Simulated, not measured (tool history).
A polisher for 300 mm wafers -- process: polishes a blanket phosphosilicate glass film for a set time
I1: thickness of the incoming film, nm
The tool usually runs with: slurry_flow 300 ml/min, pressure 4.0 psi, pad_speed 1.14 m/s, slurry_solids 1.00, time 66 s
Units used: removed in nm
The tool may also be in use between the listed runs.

run 1 day=0.000 | slurry_flow=300 pressure=4.0 pad_speed=1.14 slurry_solids=1.00 time=48 | I1=2945.6 | removed=504.5
run 2 day=0.867 | slurry_flow=300 pressure=4.0 pad_speed=1.14 slurry_solids=1.00 time=55 | I1=2969.8 | removed=559.4
run 3 day=1.812 | slurry_flow=300 pressure=4.0 pad_speed=1.14 slurry_solids=1.00 time=55 | I1=2947.1 | removed=537.0
-- day=2.112 worn pad replaced by a new one
run 4 day=3.900 | slurry_flow=300 pressure=4.0 pad_speed=1.14 slurry_solids=1.00 time=55 | I1=2995.8 | removed=586.6
run 5 day=4.521 | slurry_flow=300 pressure=4.0 pad_speed=1.14 slurry_solids=1.00 time=66 | I1=2953.9 | removed=711.5
run 6 day=5.375 | slurry_flow=300 pressure=4.0 pad_speed=1.14 slurry_solids=1.00 time=66 | I1=2967.1 | removed=697.3
run 7 day=6.312 | slurry_flow=300 pressure=4.0 pad_speed=1.14 slurry_solids=1.00 time=66 | I1=2994.0 | removed=685.3
-- day=7.175 worn pad replaced by a new one
-- day=7.383 slurry nozzle cleaned
run 8 day=7.638 | slurry_flow=225 pressure=4.0 pad_speed=1.14 slurry_solids=1.00 time=60 | I1=2961.1 | removed=621.0
run 9 day=8.283 | slurry_flow=225 pressure=4.0 pad_speed=1.14 slurry_solids=1.00 time=60 | I1=2919.9 | removed=634.1
run 10 day=9.488 | slurry_flow=225 pressure=4.0 pad_speed=1.14 slurry_solids=1.00 time=60 | I1=3028.1 | removed=622.2
run 11 day=10.258 | slurry_flow=300 pressure=3.3 pad_speed=1.14 slurry_solids=1.00 time=66 | I1=2980.7 | removed=573.9
run 12 day=11.550 | slurry_flow=300 pressure=4.0 pad_speed=1.14 slurry_solids=1.00 time=66 | I1=2928.7 | removed=664.6
-- day=11.975 worn pad replaced by a new one
run 13 day=12.433 | slurry_flow=300 pressure=4.0 pad_speed=1.14 slurry_solids=1.00 time=66 | I1=2919.3 | removed=719.2
run 14 day=12.962 | slurry_flow=300 pressure=4.7 pad_speed=1.48 slurry_solids=0.80 time=75 | I1=2951.6 | removed=957.4
-- day=13.396 head pressure recalibrated
run 15 day=13.588 | slurry_flow=300 pressure=4.0 pad_speed=1.14 slurry_solids=1.00 time=66 | I1=2932.0 | removed=713.0
-- day=13.879 slurry blender recalibrated
run 16 day=14.412 | slurry_flow=300 pressure=4.0 pad_speed=1.14 slurry_solids=0.85 time=80 | I1=2977.9 | removed=730.2
run 17 day=15.058 | slurry_flow=330 pressure=4.0 pad_speed=1.14 slurry_solids=1.10 time=89 | I1=2972.3 | removed=1022.2
run 18 day=16.446 | slurry_flow=300 pressure=4.0 pad_speed=1.14 slurry_solids=1.00 time=66 | I1=2942.3 | removed=666.9
run 19 day=16.954 | slurry_flow=300 pressure=4.0 pad_speed=1.14 slurry_solids=1.00 time=66 | I1=2969.0 | removed=662.6
-- day=17.083 conditioning disc replaced and pad reconditioned
run 20 day=17.800 | slurry_flow=300 pressure=4.0 pad_speed=1.14 slurry_solids=1.00 time=66 | I1=3001.8 | removed=634.4
-- day=17.975 worn pad replaced by a new one
run 21 day=19.258 | slurry_flow=400 pressure=4.0 pad_speed=1.40 slurry_solids=1.25 time=80 | I1=2964.5 | removed=1197.9
run 22 day=20.404 | slurry_flow=250 pressure=4.0 pad_speed=0.92 slurry_solids=1.00 time=80 | I1=2963.2 | removed=725.3
run 23 day=21.888 | slurry_flow=300 pressure=4.5 pad_speed=1.38 slurry_solids=1.00 time=66 | I1=2973.1 | removed=910.9
run 24 day=22.433 | slurry_flow=300 pressure=4.0 pad_speed=0.98 slurry_solids=1.00 time=66 | I1=2924.4 | removed=601.8
-- day=23.933 worn pad replaced by a new one
run 25 day=23.954 | slurry_flow=360 pressure=4.0 pad_speed=1.14 slurry_solids=1.00 time=66 | I1=2936.8 | removed=734.5
run 26 day=24.675 | slurry_flow=300 pressure=5.3 pad_speed=1.14 slurry_solids=1.00 time=66 | I1=2975.4 | removed=987.0
run 27 day=25.950 | slurry_flow=300 pressure=4.0 pad_speed=1.14 slurry_solids=1.00 time=66 | I1=2976.1 | removed=704.5

Some steps in removed, run to run, broken into two amounts with sign: the step expected even without the hidden condition (settings, incoming material, random variation), and the rest, left for the hidden condition together with whatever gauge scatter is not in both the measured and the hidden-condition-free result:
Hidden conditions of the tool in this case: removal rate lost through wear of the pad, %; slurry flow missing at the pad, %; deviation of the head's pressure from its setpoint, %; abrasive missing from the slurry, %; time polished since the conditioner stopped cutting, s.
Run 3 -> 4: worn pad replaced by a new one. removed +49.6 nm: hidden state +56.0, all else -6.4.
Run 20 -> 21: slurry_flow 300 -> 400, pad_speed 1.14 -> 1.40, slurry_solids 1.00 -> 1.25, time 66 -> 80, worn pad replaced by a new one. removed +563.5 nm: hidden state +81.8, all else +481.7.
Run 21 -> 22: slurry_flow 400 -> 250, pad_speed 1.40 -> 0.92, slurry_solids 1.25 -> 1.00. removed -472.6 nm: hidden state -6.2, all else -466.4.
